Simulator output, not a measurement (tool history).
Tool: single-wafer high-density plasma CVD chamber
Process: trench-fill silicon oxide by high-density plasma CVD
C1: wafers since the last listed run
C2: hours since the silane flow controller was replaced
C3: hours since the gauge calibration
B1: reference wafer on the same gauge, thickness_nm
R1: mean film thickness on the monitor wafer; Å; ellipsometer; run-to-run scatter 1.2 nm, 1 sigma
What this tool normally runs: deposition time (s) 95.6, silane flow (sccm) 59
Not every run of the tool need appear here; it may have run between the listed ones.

run 1 hour=0.0 | deposition_time_(s)=95.6 silane_flow_(sccm)=59 | C1=0 C2=1574.6 C3=1345.0 | B1=490.059 | R1=5792.46
run 2 hour=88.7 | deposition_time_(s)=95.6 silane_flow_(sccm)=59 | C1=1261 C2=1663.3 C3=1433.7 | B1=489.911 | R1=5792.20
run 3 hour=168.3 | deposition_time_(s)=95.6 silane_flow_(sccm)=59 | C1=1132 C2=1742.9 C3=1513.3 | B1=490.408 | R1=5780.91
-- hour=222.8 gauge calibrated
run 4 hour=234.9 | deposition_time_(s)=95.6 silane_flow_(sccm)=59 | C1=947 C2=1809.5 C3=12.1 | B1=489.643 | R1=5785.84
run 5 hour=282.5 | deposition_time_(s)=95.6 silane_flow_(sccm)=59 | C1=676 C2=1857.1 C3=59.7 | B1=490.098 | R1=5797.39
run 6 hour=355.4 | deposition_time_(s)=95.6 silane_flow_(sccm)=59 | C1=1036 C2=1930.0 C3=132.6 | B1=490.002 | R1=5788.73
run 7 hour=399.9 | deposition_time_(s)=95.6 silane_flow_(sccm)=59 | C1=632 C2=1974.5 C3=177.1 | B1=489.950 | R1=5795.22
run 8 hour=504.7 | deposition_time_(s)=95.6 silane_flow_(sccm)=59 | C1=1490 C2=2079.3 C3=281.9 | B1=489.878 | R1=5787.27
run 9 hour=558.2 | deposition_time_(s)=95.6 silane_flow_(sccm)=59 | C1=760 C2=2132.8 C3=335.4 | B1=490.144 | R1=5787.85
run 10 hour=633.4 | deposition_time_(s)=95.6 silane_flow_(sccm)=59 | C1=1069 C2=2208.0 C3=410.6 | B1=489.922 | R1=5782.32
run 11 hour=689.3 | deposition_time_(s)=95.6 silane_flow_(sccm)=59 | C1=794 C2=2263.9 C3=466.5 | B1=489.945 | R1=5819.10
run 12 hour=785.5 | deposition_time_(s)=95.6 silane_flow_(sccm)=62 | C1=1368 C2=2360.1 C3=562.7 | B1=489.958 | R1=6069.68
run 13 hour=858.3 | deposition_time_(s)=95.6 silane_flow_(sccm)=62 | C1=1035 C2=2432.9 C3=635.5 | B1=489.978 | R1=6091.66
run 14 hour=938.1 | deposition_time_(s)=95.6 silane_flow_(sccm)=62 | C1=1134 C2=2512.7 C3=715.3 | B1=489.709 | R1=6065.45
run 15 hour=978.4 | deposition_time_(s)=95.6 silane_flow_(sccm)=59 | C1=573 C2=2553.0 C3=755.6 | B1=490.216 | R1=5784.64
run 16 hour=1039.0 | deposition_time_(s)=95.6 silane_flow_(sccm)=59 | C1=861 C2=2613.6 C3=816.2 | B1=489.924 | R1=5795.16
run 17 hour=1125.7 | deposition_time_(s)=95.6 silane_flow_(sccm)=59 | C1=1233 C2=2700.3 C3=902.9 | B1=489.978 | R1=5764.59
run 18 hour=1189.9 | deposition_time_(s)=95.6 silane_flow_(sccm)=59 | C1=913 C2=2764.5 C3=967.1 | B1=490.021 | R1=5793.12
run 19 hour=1236.9 | deposition_time_(s)=95.6 silane_flow_(sccm)=59 | C1=668 C2=2811.5 C3=1014.1 | B1=489.966 | R1=5784.84
run 20 hour=1341.1 | deposition_time_(s)=95.6 silane_flow_(sccm)=59 | C1=1481 C2=2915.7 C3=1118.3 | B1=489.825 | R1=5798.46
run 21 hour=1443.2 | deposition_time_(s)=95.6 silane_flow_(sccm)=59 | C1=1452 C2=3017.8 C3=1220.4 | B1=489.847 | R1=5811.39
run 22 hour=1519.0 | deposition_time_(s)=95.6 silane_flow_(sccm)=54 | C1=1077 C2=3093.6 C3=1296.2 | B1=489.843 | R1=5306.69
run 23 hour=1562.3 | deposition_time_(s)=106.4 silane_flow_(sccm)=59 | C1=615 C2=3136.9 C3=1339.5 | B1=490.250 | R1=6437.56
run 24 hour=1608.4 | deposition_time_(s)=85.3 silane_flow_(sccm)=55 | C1=655 C2=3183.0 C3=1385.6 | B1=490.239 | R1=4821.10
run 25 hour=1645.6 | deposition_time_(s)=84.9 silane_flow_(sccm)=70 | C1=529 C2=3220.2 C3=1422.8 | B1=489.897 | R1=6070.63
run 26 hour=1718.4 | deposition_time_(s)=95.6 silane_flow_(sccm)=59 | C1=1035 C2=3293.0 C3=1495.6 | B1=489.828 | R1=5781.20
run 27 hour=1820.6 | deposition_time_(s)=95.6 silane_flow_(sccm)=59 | C1=1453 C2=3395.2 C3=1597.8 | B1=489.829 | R1=5781.73
run 28 hour=1883.5 | deposition_time_(s)=95.6 silane_flow_(sccm)=59 | C1=894 C2=3458.1 C3=1660.7 | B1=490.206 | R1=5785.76
-- hour=1920.8 gauge calibrated
run 29 hour=1989.4 | deposition_time_(s)=82.7 silane_flow_(sccm)=48 | C1=1506 C2=3564.0 C3=68.6 | B1=489.949 | R1=4100.61
run 30 hour=2077.4 | deposition_time_(s)=85.5 silane_flow_(sccm)=59 | C1=1251 C2=3652.0 C3=156.6 | B1=489.974 | R1=5169.74
-- hour=2102.6 silane flow controller replaced
run 31 hour=2173.4 | deposition_time_(s)=95.6 silane_flow_(sccm)=59 | C1=1251 C2=70.8 C3=252.6 | B1=490.265 | R1=5878.97
run 32 hour=2248.1 | deposition_time_(s)=113.4 silane_flow_(sccm)=51 | C1=1062 C2=145.5 C3=327.3 | B1=489.836 | R1=6047.66
run 33 hour=2321.9 | deposition_time_(s)=95.6 silane_flow_(sccm)=59 | C1=1049 C2=219.3 C3=401.1 | B1=490.064 | R1=5875.74
run 34 hour=2384.9 | deposition_time_(s)=95.6 silane_flow_(sccm)=59 | C1=895 C2=282.3 C3=464.1 | B1=489.939 | R1=5868.46
run 35 hour=2442.1 | deposition_time_(s)=88.1 silane_flow_(sccm)=55 | C1=813 C2=339.5 C3=521.3 | B1=490.214 | R1=5046.59
run 36 hour=2540.5 | deposition_time_(s)=79.1 silane_flow_(sccm)=51 | C1=1399 C2=437.9 C3=619.7 | B1=490.160 | R1=4202.16
run 37 hour=2625.1 | deposition_time_(s)=84.1 silane_flow_(sccm)=66 | C1=1203 C2=522.5 C3=704.3 | B1=489.864 | R1=5755.14
run 38 hour=2696.7 | deposition_time_(s)=82.6 silane_flow_(sccm)=65 | C1=1018 C2=594.1 C3=775.9 | B1=489.905 | R1=5581.97
run 39 hour=2782.5 | deposition_time_(s)=95.6 silane_flow_(sccm)=48 | C1=1220 C2=679.9 C3=861.7 | B1=490.068 | R1=4779.26
run 40 hour=2968.8 | deposition_time_(s)=113.0 silane_flow_(sccm)=54 | C1=2649 C2=866.2 C3=1048.0 | B1=490.114 | R1=6345.67
run 41 hour=3031.5 | deposition_time_(s)=95.6 silane_flow_(sccm)=59 | C1=891 C2=928.9 C3=1110.7 | B1=489.874 | R1=5841.93
run 42 hour=3127.5 | deposition_time_(s)=95.6 silane_flow_(sccm)=59 | C1=1365 C2=1024.9 C3=1206.7 | B1=490.072 | R1=5847.52
run 43 hour=3167.1 | deposition_time_(s)=108.8 silane_flow_(sccm)=59 | C1=563 C2=1064.5 C3=1246.3 | B1=489.865 | R1=6661.38
run 44 hour=3209.7 | deposition_time_(s)=95.6 silane_flow_(sccm)=59 | C1=605 C2=1107.1 C3=1288.9 | B1=489.797 | R1=5840.01

Consider 3 possible next runs. They are alternatives, not a sequence: every one starts from the tool as it was left by run 44. What does each give?
run A hour=3210.1 | deposition_time_(s)=95.6 silane_flow_(sccm)=59 | C1=5 C2=1107.5 C3=1289.3 | B1=? | R1=?
run B hour=3210.1 | deposition_time_(s)=112.2 silane_flow_(sccm)=53 | C1=5 C2=1107.5 C3=1289.3 | B1=? | R1=?
run C hour=3210.1 | deposition_time_(s)=95.6 silane_flow_(sccm)=50 | C1=5 C2=1107.5 C3=1289.3 | B1=? | R1=?

run=A B1=489.615 R1=5835.27
run=B B1=489.615 R1=6168.51
run=C B1=489.615 R1=4966.18
What these runs would have given with no unlogged condition in the tool:
run=A R1=5890.51
run=B R1=6226.90
run=C R1=5013.19

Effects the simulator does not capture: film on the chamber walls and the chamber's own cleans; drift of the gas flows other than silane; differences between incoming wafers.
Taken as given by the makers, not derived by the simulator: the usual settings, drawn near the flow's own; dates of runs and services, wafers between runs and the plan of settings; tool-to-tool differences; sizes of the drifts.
